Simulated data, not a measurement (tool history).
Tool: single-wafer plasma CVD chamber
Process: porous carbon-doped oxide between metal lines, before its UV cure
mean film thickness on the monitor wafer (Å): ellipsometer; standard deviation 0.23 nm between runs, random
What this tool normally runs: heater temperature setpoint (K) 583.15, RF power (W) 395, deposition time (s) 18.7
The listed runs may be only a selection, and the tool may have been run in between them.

run	day	heater temperature setpoint (K)	RF power (W)	deposition time (s)	read-back reference wafer on the same gauge, thickness_nm	mean film thickness on the monitor wafer (Å)
1	0	583.15	350	18.7	73.898	729.39
2	0.608	583.15	350	18.7	73.925	726.52
3	3.546	583.15	395	18.7	74.052	815.78
4	4.671	583.15	395	18.7	74.162	812.56
5	5.954	583.15	395	18.7	74.187	815.96
6	7.283	583.15	395	18.7	74.269	816.49
7	8.458	583.15	395	18.7	74.326	819.7
8	9.292	583.15	395	18.7	74.382	816.66
9	10.508	583.15	395	18.7	74.508	817.56
# day 11.629: showerhead replaced
10	11.725	572.15	395	18.7	74.539	866.11
# day 12.392: thermocouple changed; heater temperature recalibrated
11	12.625	572.15	395	18.7	74.634	865.48
# day 14.567: gauge calibrated
12	16.954	572.15	395	18.7	73.547	851.25
13	18.408	583.15	395	18.7	73.601	810.84
14	19.583	583.15	395	18.7	73.721	810.33
15	20.667	583.15	340	18.7	73.715	706.74
16	21.225	583.15	435	17.7	73.742	836.15
17	22.033	579.15	340	18.7	73.787	722.61
18	22.742	593.15	320	18.7	73.865	641.96
19	23.496	583.15	450	18.7	73.872	905.16
20	24.142	583.15	395	18.7	73.966	813.62
21	25.017	568.15	395	18.7	73.955	878.7

Predict the results of run 22:
22	26.367	583.15	395	18.7	?	?

Logged for run 22: read-back reference wafer on the same gauge, thickness_nm 74.025, mean film thickness on the monitor wafer (Å) 814.18.
The same run, on a tool lacking any hidden state, would have yielded mean film thickness on the monitor wafer (Å) 806.24.

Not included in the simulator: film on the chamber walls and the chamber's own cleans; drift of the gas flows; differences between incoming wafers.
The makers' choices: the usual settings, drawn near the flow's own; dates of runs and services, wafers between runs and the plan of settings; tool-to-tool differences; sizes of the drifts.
